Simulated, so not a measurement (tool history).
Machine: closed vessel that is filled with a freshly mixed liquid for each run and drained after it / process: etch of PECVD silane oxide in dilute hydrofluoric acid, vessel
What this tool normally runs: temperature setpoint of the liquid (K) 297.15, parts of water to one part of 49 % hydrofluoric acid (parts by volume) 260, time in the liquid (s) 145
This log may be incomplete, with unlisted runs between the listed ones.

run	hour	temperature setpoint of the liquid (K)	parts of water to one part of 49 % hydrofluoric acid (parts by volume)	time in the liquid (s)	wafers since the last listed run	hours since the thermometer was replaced	hours since the hydrofluoric acid flow meter was replaced	hours since the gauge calibration	read-back film thickness of the PECVD silane oxide reference wafer, read on the same gauge (nm)	thickness taken off the PECVD silane oxide on a monitor wafer (nm)
1	0	297.15	260	145	0	1585.1	948.5	239.6	109.99	8.52
2	58.2	297.15	260	145	7717	1643.3	1006.7	297.8	110.02	8.49
3	128.4	297.15	165	145	9308	1713.5	1076.9	368	110	14.68
4	170	297.15	165	145	5516	1755.1	1118.5	409.6	110	14.72
# hour 202.1: hydrofluoric acid flow meter replaced
5	215.3	297.15	165	145	5874	1800.4	13.2	454.9	109.99	14.72
6	374.6	297.15	180	145	21124	1959.7	172.5	614.2	110	13.16
7	548.9	297.15	180	145	23113	2134	346.8	788.5	110.01	13.12
8	587.9	297.15	355	145	5171	2173	385.8	827.5	109.99	5.56
9	773.4	297.15	355	145	24598	2358.5	571.3	1013	109.98	5.61
10	819.6	297.15	260	145	6126	2404.7	617.5	1059.2	110.01	8.24
11	869.8	297.15	260	145	6656	2454.9	667.7	1109.4	109.99	8.31
12	894.1	297.15	260	145	3222	2479.2	692	1133.7	110.01	8.19
13	945.1	297.15	260	145	6762	2530.2	743	1184.7	110	8.24
14	974.3	297.15	260	145	3872	2559.4	772.2	1213.9	110.01	8.21
15	1036.3	297.15	260	145	8221	2621.4	834.2	1275.9	109.99	8.24
16	1098.4	297.15	260	170	8234	2683.5	896.3	1338	109.97	9.69
17	1159.4	297.15	260	145	8088	2744.5	957.3	1399	110.03	8.16
18	1205.7	297.15	260	145	6139	2790.8	1003.6	1445.3	109.99	8.13
# hour 1219.6: thermometer replaced
19	1231.4	293.15	260	145	3275	11.8	1029.3	1471	110	7.75
20	1277.9	297.15	260	145	6166	58.3	1075.8	1517.5	109.99	8.93
# hour 1345.3: hydrofluoric acid flow meter replaced
21	1349	298.65	145	180	9295	129.4	3.7	1588.6	110.01	23.75
22	1395.8	297.15	260	75	6205	176.2	50.5	1635.4	109.99	4.6
23	1447	294.15	310	120	6789	227.4	101.7	1686.6	110.01	5.29
24	1476.2	295.65	260	145	3872	256.6	130.9	1715.8	110	8.43
# hour 1479.1: gauge calibrated
25	1502.5	297.15	260	145	3487	282.9	157.2	23.4	109.99	8.9
26	1678.2	298.65	335	220	23298	458.6	332.9	199.1	109.98	10.1
27	1704.9	297.15	215	190	3540	485.3	359.6	225.8	109.99	14.59
28	1765.7	293.65	260	145	8062	546.1	420.4	286.6	110.01	7.76
29	1825.9	299.65	260	220	7982	606.3	480.6	346.8	110	14.63
30	1856.9	298.65	335	220	4110	637.3	511.6	377.8	110.01	10.19
31	1909.1	299.65	260	180	6922	689.5	563.8	430	110	12.01
32	1940.9	297.15	330	145	4216	721.3	595.6	461.8	110.01	6.39
33	2012.8	297.15	320	90	9534	793.2	667.5	533.7	110	4.16

What the log doesn't show, run by run:
hydrofluoric acid flow above the setpoint (%): 0 across all the runs
gauge reads high (%): 0 across all the runs
H1: liquid colder than its thermometer reads (K)
run	H1
1	1.64
2	1.69
3	1.75
4	1.78
5	1.82
6	1.96
7	2.11
8	2.14
9	2.3
10	2.34
11	2.38
12	2.4
13	2.44
14	2.47
15	2.52
16	2.57
17	2.63
18	2.67
19	0.179
20	0.219
21	0.28
22	0.32
23	0.363
24	0.388
25	0.411
26	0.561
27	0.584
28	0.636
29	0.687
30	0.714
31	0.758
32	0.785
33	0.847
